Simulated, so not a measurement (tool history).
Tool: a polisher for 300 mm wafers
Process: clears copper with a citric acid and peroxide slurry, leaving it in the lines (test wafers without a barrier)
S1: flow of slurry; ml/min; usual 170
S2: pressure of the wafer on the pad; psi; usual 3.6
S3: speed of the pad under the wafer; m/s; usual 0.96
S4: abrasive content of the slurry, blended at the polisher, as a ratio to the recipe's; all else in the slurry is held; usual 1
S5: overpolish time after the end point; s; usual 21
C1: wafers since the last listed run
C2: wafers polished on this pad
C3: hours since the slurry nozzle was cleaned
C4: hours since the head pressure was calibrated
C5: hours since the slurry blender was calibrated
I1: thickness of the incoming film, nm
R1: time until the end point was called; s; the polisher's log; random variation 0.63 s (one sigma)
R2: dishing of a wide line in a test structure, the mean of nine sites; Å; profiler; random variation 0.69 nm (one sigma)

{"run": 1, "hour": 0.0, "S1": 170, "S2": 4.1, "S3": 0.96, "S4": 1, "S5": 21, "C1": 0, "C2": 670, "C3": 261.1, "C4": 621.5, "C5": 195.8, "I1": 219.1, "R1": 68.7, "R2": 491}
{"run": 2, "hour": 6.8, "S1": 170, "S2": 3.6, "S3": 0.96, "S4": 1, "S5": 21, "C1": 59, "C2": 730, "C3": 267.9, "C4": 628.3, "C5": 202.6, "I1": 213.7, "R1": 77.7, "R2": 450}
{"hour": 23.2, "done": "worn pad replaced by a new one"}
{"run": 3, "hour": 23.7, "S1": 170, "S2": 3.6, "S3": 0.96, "S4": 1, "S5": 21, "C1": 113, "C2": 4, "C3": 284.8, "C4": 645.2, "C5": 219.5, "I1": 215, "R1": 71.9, "R2": 476}
{"run": 4, "hour": 31.9, "S1": 170, "S2": 3.6, "S3": 0.96, "S4": 1, "S5": 21, "C1": 72, "C2": 76, "C3": 293, "C4": 653.4, "C5": 227.7, "I1": 215.9, "R1": 72, "R2": 474}
{"hour": 38.0, "done": "slurry blender recalibrated"}
{"run": 5, "hour": 39.2, "S1": 170, "S2": 3.6, "S3": 0.96, "S4": 1.1, "S5": 21, "C1": 46, "C2": 123, "C3": 300.3, "C4": 660.7, "C5": 1.2, "I1": 213.5, "R1": 70.5, "R2": 476}
{"run": 6, "hour": 49.5, "S1": 190, "S2": 3.6, "S3": 0.96, "S4": 1, "S5": 21, "C1": 90, "C2": 213, "C3": 310.6, "C4": 671, "C5": 11.5, "I1": 213.6, "R1": 71.2, "R2": 472}
{"hour": 59.3, "done": "slurry nozzle cleaned"}
{"run": 7, "hour": 59.8, "S1": 190, "S2": 3.6, "S3": 0.96, "S4": 1, "S5": 21, "C1": 81, "C2": 295, "C3": 0.5, "C4": 681.3, "C5": 21.8, "I1": 212.3, "R1": 71.9, "R2": 471}
{"run": 8, "hour": 76.3, "S1": 190, "S2": 3.6, "S3": 0.96, "S4": 1, "S5": 21, "C1": 145, "C2": 440, "C3": 17, "C4": 697.8, "C5": 38.3, "I1": 216.6, "R1": 73.5, "R2": 466}
{"run": 9, "hour": 88.1, "S1": 170, "S2": 3.6, "S3": 0.96, "S4": 1, "S5": 21, "C1": 103, "C2": 544, "C3": 28.8, "C4": 709.6, "C5": 50.1, "I1": 212.7, "R1": 73.9, "R2": 460}
{"run": 10, "hour": 97.5, "S1": 210, "S2": 3.6, "S3": 0.76, "S4": 1, "S5": 27, "C1": 82, "C2": 627, "C3": 38.2, "C4": 719, "C5": 59.5, "I1": 216.9, "R1": 95.1, "R2": 480}
{"run": 11, "hour": 104.1, "S1": 170, "S2": 3.6, "S3": 0.66, "S4": 1, "S5": 21, "C1": 58, "C2": 685, "C3": 44.8, "C4": 725.6, "C5": 66.1, "I1": 212.3, "R1": 109.2, "R2": 332}
{"hour": 116.2, "done": "worn pad replaced by a new one"}
{"hour": 116.5, "done": "head pressure recalibrated"}
{"run": 12, "hour": 120.2, "S1": 170, "S2": 3.6, "S3": 0.82, "S4": 1.1, "S5": 24, "C1": 103, "C2": 32, "C3": 60.9, "C4": 3.7, "C5": 82.2, "I1": 212.2, "R1": 82.1, "R2": 469}
{"run": 13, "hour": 135.7, "S1": 170, "S2": 3.6, "S3": 0.96, "S4": 1, "S5": 21, "C1": 136, "C2": 169, "C3": 76.4, "C4": 19.2, "C5": 97.7, "I1": 215.4, "R1": 71.6, "R2": 470}
{"run": 14, "hour": 143.2, "S1": 170, "S2": 3.6, "S3": 0.96, "S4": 1, "S5": 10, "C1": 65, "C2": 234, "C3": 83.9, "C4": 26.7, "C5": 105.2, "I1": 214.7, "R1": 72.4, "R2": 243}
{"run": 15, "hour": 176.2, "S1": 150, "S2": 3.6, "S3": 0.76, "S4": 1, "S5": 21, "C1": 290, "C2": 525, "C3": 116.9, "C4": 59.7, "C5": 138.2, "I1": 213.6, "R1": 93.7, "R2": 383}
{"run": 16, "hour": 193.2, "S1": 170, "S2": 3.6, "S3": 0.8, "S4": 0.75, "S5": 31, "C1": 149, "C2": 674, "C3": 133.9, "C4": 76.7, "C5": 155.2, "I1": 216.6, "R1": 95.9, "R2": 513}
{"run": 17, "hour": 204.2, "S1": 170, "S2": 3.6, "S3": 0.96, "S4": 1, "S5": 21, "C1": 96, "C2": 771, "C3": 144.9, "C4": 87.7, "C5": 166.2, "I1": 216, "R1": 77.6, "R2": 445}
{"hour": 216.4, "done": "worn pad replaced by a new one"}
{"run": 18, "hour": 216.9, "S1": 155, "S2": 4.7, "S3": 0.96, "S4": 1.1, "S5": 32, "C1": 76, "C2": 4, "C3": 157.6, "C4": 100.4, "C5": 178.9, "I1": 213.1, "R1": 56.2, "R2": 771}
{"run": 19, "hour": 227.2, "S1": 170, "S2": 3.6, "S3": 0.96, "S4": 1, "S5": 21, "C1": 90, "C2": 95, "C3": 167.9, "C4": 110.7, "C5": 189.2, "I1": 213.2, "R1": 73.3, "R2": 458}
{"run": 20, "hour": 240.5, "S1": 150, "S2": 3.6, "S3": 1.08, "S4": 1, "S5": 18, "C1": 116, "C2": 212, "C3": 181.2, "C4": 124, "C5": 202.5, "I1": 211.7, "R1": 66.6, "R2": 434}
{"run": 21, "hour": 257.7, "S1": 195, "S2": 4.3, "S3": 1.16, "S4": 0.85, "S5": 21, "C1": 151, "C2": 363, "C3": 198.4, "C4": 141.2, "C5": 219.7, "I1": 212.7, "R1": 52, "R2": 598}
{"hour": 265.8, "done": "slurry blender recalibrated"}
{"run": 22, "hour": 274.6, "S1": 190, "S2": 3.6, "S3": 1.2, "S4": 0.85, "S5": 24, "C1": 131, "C2": 494, "C3": 215.3, "C4": 158.1, "C5": 8.8, "I1": 216.6, "R1": 63.1, "R2": 588}
{"run": 23, "hour": 284.7, "S1": 170, "S2": 3.6, "S3": 0.96, "S4": 1.15, "S5": 21, "C1": 88, "C2": 583, "C3": 225.4, "C4": 168.2, "C5": 18.9, "I1": 216.4, "R1": 76.2, "R2": 447}
{"run": 24, "hour": 294.9, "S1": 225, "S2": 3.6, "S3": 0.76, "S4": 1, "S5": 21, "C1": 89, "C2": 672, "C3": 235.6, "C4": 178.4, "C5": 29.1, "I1": 215.8, "R1": 96, "R2": 373}
{"hour": 309.3, "done": "worn pad replaced by a new one"}
{"run": 25, "hour": 312.0, "S1": 170, "S2": 3.6, "S3": 0.82, "S4": 1, "S5": 21, "C1": 115, "C2": 23, "C3": 252.7, "C4": 195.5, "C5": 46.2, "I1": 217.5, "R1": 85.6, "R2": 407}
{"run": 26, "hour": 326.0, "S1": 170, "S2": 3.6, "S3": 0.96, "S4": 1, "S5": 21, "C1": 123, "C2": 146, "C3": 266.7, "C4": 209.5, "C5": 60.2, "I1": 217.8, "R1": 74.3, "R2": 470}
{"run": 27, "hour": 336.9, "S1": 150, "S2": 4, "S3": 1.12, "S4": 1, "S5": 17, "C1": 95, "C2": 242, "C3": 277.6, "C4": 220.4, "C5": 71.1, "I1": 214.9, "R1": 57.6, "R2": 482}
{"run": 28, "hour": 345.6, "S1": 205, "S2": 4.7, "S3": 1.28, "S4": 1, "S5": 21, "C1": 76, "C2": 318, "C3": 286.3, "C4": 229.1, "C5": 79.8, "I1": 217.7, "R1": 42.1, "R2": 706}

4 ways to go on from here, each from the tool as it stands after run 28. What would each give?
{"run": "A", "hour": 346.1, "S1": 170, "S2": 3.6, "S3": 0.96, "S4": 1, "S5": 12, "C1": 4, "C2": 323, "C3": 286.8, "C4": 229.6, "C5": 80.3, "I1": 215.9, "R1": "?", "R2": "?"}
{"run": "B", "hour": 346.1, "S1": 170, "S2": 3, "S3": 1.1, "S4": 1, "S5": 21, "C1": 4, "C2": 323, "C3": 286.8, "C4": 229.6, "C5": 80.3, "I1": 215.9, "R1": "?", "R2": "?"}
{"run": "C", "hour": 346.1, "S1": 170, "S2": 3.3, "S3": 0.96, "S4": 1, "S5": 21, "C1": 4, "C2": 323, "C3": 286.8, "C4": 229.6, "C5": 80.3, "I1": 215.9, "R1": "?", "R2": "?"}
{"run": "D", "hour": 346.1, "S1": 170, "S2": 3.6, "S3": 0.96, "S4": 0.9, "S5": 9, "C1": 4, "C2": 323, "C3": 286.8, "C4": 229.6, "C5": 80.3, "I1": 215.9, "R1": "?", "R2": "?"}

run=A R1=73.6 R2=293
run=B R1=77 R2=449
run=C R1=80.2 R2=437
run=D R1=75 R2=223
Without the tool's hidden state the same runs would have given:
run=A R1=71.1 R2=302
run=B R1=74.4 R2=461
run=C R1=77.4 R2=450
run=D R1=72.4 R2=230

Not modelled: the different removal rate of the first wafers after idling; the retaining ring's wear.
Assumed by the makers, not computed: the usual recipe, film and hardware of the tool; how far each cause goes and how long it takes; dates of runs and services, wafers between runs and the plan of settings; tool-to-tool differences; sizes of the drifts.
